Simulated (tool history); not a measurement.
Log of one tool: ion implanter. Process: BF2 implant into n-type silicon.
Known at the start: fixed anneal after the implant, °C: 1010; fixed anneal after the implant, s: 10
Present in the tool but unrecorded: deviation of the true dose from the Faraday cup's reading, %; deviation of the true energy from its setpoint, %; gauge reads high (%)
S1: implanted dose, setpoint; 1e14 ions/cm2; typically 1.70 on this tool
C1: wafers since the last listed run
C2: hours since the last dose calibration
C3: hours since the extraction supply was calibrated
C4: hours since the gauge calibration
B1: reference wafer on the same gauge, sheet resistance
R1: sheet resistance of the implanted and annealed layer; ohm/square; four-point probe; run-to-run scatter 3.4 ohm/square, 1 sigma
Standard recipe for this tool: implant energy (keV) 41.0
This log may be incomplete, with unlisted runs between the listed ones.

{"run": 1, "hour": 0.0, "S1": 1.7, "implant energy (keV)": 41.0, "C1": 0, "C2": 343.9, "C3": 1101.6, "C4": 208.7, "B1": 602.31, "R1": 585.26}
{"run": 2, "hour": 283.2, "S1": 1.7, "implant energy (keV)": 41.0, "C1": 5161, "C2": 627.1, "C3": 1384.8, "C4": 491.9, "B1": 600.34, "R1": 573.47}
{"run": 3, "hour": 387.4, "S1": 1.7, "implant energy (keV)": 51.5, "C1": 1898, "C2": 731.3, "C3": 1489.0, "C4": 596.1, "B1": 601.69, "R1": 561.04}
{"run": 4, "hour": 473.2, "S1": 1.7, "implant energy (keV)": 41.0, "C1": 1563, "C2": 817.1, "C3": 1574.8, "C4": 681.9, "B1": 599.94, "R1": 572.09}
{"run": 5, "hour": 524.6, "S1": 1.7, "implant energy (keV)": 41.0, "C1": 936, "C2": 868.5, "C3": 1626.2, "C4": 733.3, "B1": 599.07, "R1": 574.7}
{"run": 6, "hour": 584.9, "S1": 1.7, "implant energy (keV)": 41.0, "C1": 1098, "C2": 928.8, "C3": 1686.5, "C4": 793.6, "B1": 600.66, "R1": 574.84}
{"run": 7, "hour": 652.0, "S1": 1.7, "implant energy (keV)": 44.0, "C1": 1222, "C2": 995.9, "C3": 1753.6, "C4": 860.7, "B1": 601.13, "R1": 560.45}
{"run": 8, "hour": 742.3, "S1": 1.31, "implant energy (keV)": 41.0, "C1": 1645, "C2": 1086.2, "C3": 1843.9, "C4": 951.0, "B1": 600.78, "R1": 698.15}
{"hour": 829.4, "done": "extraction supply calibrated"}
{"run": 9, "hour": 846.4, "S1": 1.51, "implant energy (keV)": 41.0, "C1": 1751, "C2": 1190.3, "C3": 17.0, "C4": 1055.1, "B1": 600.05, "R1": 621.92}
{"run": 10, "hour": 936.7, "S1": 1.7, "implant energy (keV)": 54.5, "C1": 1645, "C2": 1280.6, "C3": 107.3, "C4": 1145.4, "B1": 601.36, "R1": 542.8}
{"run": 11, "hour": 1040.7, "S1": 1.7, "implant energy (keV)": 37.0, "C1": 1895, "C2": 1384.6, "C3": 211.3, "C4": 1249.4, "B1": 599.26, "R1": 572.52}
{"hour": 1129.1, "done": "gauge calibrated"}
{"run": 12, "hour": 1147.7, "S1": 1.7, "implant energy (keV)": 41.0, "C1": 1949, "C2": 1491.6, "C3": 318.3, "C4": 18.6, "B1": 600.1, "R1": 562.19}
{"hour": 1212.4, "done": "Faraday cup replaced and dose calibrated"}
{"run": 13, "hour": 1323.6, "S1": 2.07, "implant energy (keV)": 30.0, "C1": 3059, "C2": 111.2, "C3": 494.2, "C4": 194.5, "B1": 600.71, "R1": 518.6}
{"run": 14, "hour": 1361.8, "S1": 1.7, "implant energy (keV)": 41.0, "C1": 696, "C2": 149.4, "C3": 532.4, "C4": 232.7, "B1": 601.7, "R1": 587.74}
{"run": 15, "hour": 1461.2, "S1": 1.25, "implant energy (keV)": 46.5, "C1": 1811, "C2": 248.8, "C3": 631.8, "C4": 332.1, "B1": 599.73, "R1": 727.02}
{"run": 16, "hour": 1559.0, "S1": 1.7, "implant energy (keV)": 41.0, "C1": 1782, "C2": 346.6, "C3": 729.6, "C4": 429.9, "B1": 600.32, "R1": 580.94}

Consider 5 possible next runs. They are alternatives, not a sequence: every one starts from the tool as it was left by run 16. What does each give?
{"run": "A", "hour": 1559.4, "S1": 1.7, "implant energy (keV)": 41.0, "C1": 7, "C2": 347.0, "C3": 730.0, "C4": 430.3, "B1": "?", "R1": "?"}
{"run": "B", "hour": 1559.4, "S1": 1.83, "implant energy (keV)": 41.0, "C1": 7, "C2": 347.0, "C3": 730.0, "C4": 430.3, "B1": "?", "R1": "?"}
{"run": "C", "hour": 1559.4, "S1": 1.55, "implant energy (keV)": 52.0, "C1": 7, "C2": 347.0, "C3": 730.0, "C4": 430.3, "B1": "?", "R1": "?"}
{"run": "D", "hour": 1559.4, "S1": 1.23, "implant energy (keV)": 41.0, "C1": 7, "C2": 347.0, "C3": 730.0, "C4": 430.3, "B1": "?", "R1": "?"}
{"run": "E", "hour": 1559.4, "S1": 2.07, "implant energy (keV)": 33.0, "C1": 7, "C2": 347.0, "C3": 730.0, "C4": 430.3, "B1": "?", "R1": "?"}

run=A B1=602.22 R1=580.40
run=B B1=602.22 R1=547.90
run=C B1=602.22 R1=605.63
run=D B1=602.22 R1=745.92
run=E B1=602.22 R1=507.93
Without the tool's hidden state the same runs would have given:
run=A R1=584.72
run=B R1=552.00
run=C R1=610.12
run=D R1=751.46
run=E R1=511.88

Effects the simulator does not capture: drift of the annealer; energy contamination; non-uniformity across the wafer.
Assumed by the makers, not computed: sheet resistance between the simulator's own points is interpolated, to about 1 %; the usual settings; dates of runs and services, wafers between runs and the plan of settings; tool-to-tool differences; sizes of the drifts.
